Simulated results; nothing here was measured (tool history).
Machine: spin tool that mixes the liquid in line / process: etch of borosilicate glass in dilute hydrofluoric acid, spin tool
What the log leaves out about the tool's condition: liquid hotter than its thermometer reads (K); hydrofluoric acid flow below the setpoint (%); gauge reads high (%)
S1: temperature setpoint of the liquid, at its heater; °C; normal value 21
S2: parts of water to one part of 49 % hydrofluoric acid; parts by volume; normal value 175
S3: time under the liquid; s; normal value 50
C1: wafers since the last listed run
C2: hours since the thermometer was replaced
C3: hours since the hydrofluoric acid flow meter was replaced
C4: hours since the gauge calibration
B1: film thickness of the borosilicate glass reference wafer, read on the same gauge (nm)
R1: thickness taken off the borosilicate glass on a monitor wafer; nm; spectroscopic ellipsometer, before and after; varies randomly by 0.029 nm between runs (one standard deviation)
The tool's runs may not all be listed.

{"run": 1, "day": 0.0, "S1": 17, "S2": 175, "S3": 55, "C1": 0, "C2": 1825.6, "C3": 340.2, "C4": 197.2, "B1": 140.03, "R1": 5.54}
{"run": 2, "day": 0.638, "S1": 17, "S2": 175, "S3": 55, "C1": 225, "C2": 1840.9, "C3": 355.5, "C4": 212.5, "B1": 140.05, "R1": 5.56}
{"run": 3, "day": 1.354, "S1": 17, "S2": 175, "S3": 55, "C1": 253, "C2": 1858.1, "C3": 372.7, "C4": 229.7, "B1": 139.98, "R1": 5.57}
{"run": 4, "day": 2.754, "S1": 21, "S2": 235, "S3": 65, "C1": 495, "C2": 1891.7, "C3": 406.3, "C4": 263.3, "B1": 139.98, "R1": 5.42}
{"run": 5, "day": 3.454, "S1": 21, "S2": 175, "S3": 50, "C1": 247, "C2": 1908.5, "C3": 423.1, "C4": 280.1, "B1": 139.99, "R1": 5.91}
{"run": 6, "day": 3.742, "S1": 21, "S2": 175, "S3": 50, "C1": 101, "C2": 1915.4, "C3": 430, "C4": 287, "B1": 139.97, "R1": 5.91}
{"run": 7, "day": 4.408, "S1": 21, "S2": 175, "S3": 50, "C1": 235, "C2": 1931.4, "C3": 446, "C4": 303, "B1": 139.98, "R1": 5.92}
{"run": 8, "day": 5.092, "S1": 18.5, "S2": 175, "S3": 60, "C1": 241, "C2": 1947.8, "C3": 462.4, "C4": 319.4, "B1": 140.04, "R1": 6.48}
{"run": 9, "day": 5.629, "S1": 21, "S2": 175, "S3": 50, "C1": 190, "C2": 1960.7, "C3": 475.3, "C4": 332.3, "B1": 139.98, "R1": 5.91}
{"run": 10, "day": 6.004, "S1": 21, "S2": 175, "S3": 50, "C1": 132, "C2": 1969.7, "C3": 484.3, "C4": 341.3, "B1": 140, "R1": 5.87}
{"run": 11, "day": 6.3, "S1": 21, "S2": 175, "S3": 50, "C1": 104, "C2": 1976.8, "C3": 491.4, "C4": 348.4, "B1": 139.98, "R1": 5.91}
{"run": 12, "day": 6.812, "S1": 21, "S2": 175, "S3": 50, "C1": 181, "C2": 1989.1, "C3": 503.7, "C4": 360.7, "B1": 140.02, "R1": 5.92}
{"day": 7.371, "done": "thermometer replaced"}
{"run": 13, "day": 8.192, "S1": 17, "S2": 235, "S3": 50, "C1": 473, "C2": 19.7, "C3": 536.8, "C4": 393.8, "B1": 139.97, "R1": 3.57}
{"run": 14, "day": 8.462, "S1": 17, "S2": 235, "S3": 50, "C1": 95, "C2": 26.2, "C3": 543.3, "C4": 400.3, "B1": 140.06, "R1": 3.59}
{"run": 15, "day": 8.933, "S1": 17, "S2": 235, "S3": 50, "C1": 166, "C2": 37.5, "C3": 554.6, "C4": 411.6, "B1": 140.02, "R1": 3.56}
{"day": 9.262, "done": "gauge calibrated"}
{"run": 16, "day": 9.958, "S1": 21, "S2": 175, "S3": 75, "C1": 362, "C2": 62.1, "C3": 579.2, "C4": 16.7, "B1": 140, "R1": 8.92}
{"run": 17, "day": 11.283, "S1": 19.5, "S2": 85, "S3": 50, "C1": 468, "C2": 93.9, "C3": 611, "C4": 48.5, "B1": 140.03, "R1": 12.66}
{"run": 18, "day": 11.579, "S1": 21, "S2": 135, "S3": 35, "C1": 104, "C2": 101, "C3": 618.1, "C4": 55.6, "B1": 139.99, "R1": 5.62}
{"run": 19, "day": 13.429, "S1": 21, "S2": 175, "S3": 50, "C1": 654, "C2": 145.4, "C3": 662.5, "C4": 100, "B1": 139.98, "R1": 5.9}
{"run": 20, "day": 13.821, "S1": 21, "S2": 175, "S3": 50, "C1": 138, "C2": 154.8, "C3": 671.9, "C4": 109.4, "B1": 139.97, "R1": 5.94}
{"day": 14.2, "done": "hydrofluoric acid flow meter replaced"}
{"run": 21, "day": 14.262, "S1": 17, "S2": 175, "S3": 55, "C1": 141, "C2": 165.4, "C3": 1.5, "C4": 120, "B1": 140.01, "R1": 5.59}

For run 22, what comes out?
{"run": 22, "day": 14.596, "S1": 21, "S2": 175, "S3": 50, "C1": 117, "C2": 173.4, "C3": 9.5, "C4": 128, "B1": "?", "R1": "?"}

{"run 22": {"B1": 139.99, "R1": 5.96}}
With the hidden condition absent and the run-to-run variation left alone, this run would have shown R1 5.96 nm.

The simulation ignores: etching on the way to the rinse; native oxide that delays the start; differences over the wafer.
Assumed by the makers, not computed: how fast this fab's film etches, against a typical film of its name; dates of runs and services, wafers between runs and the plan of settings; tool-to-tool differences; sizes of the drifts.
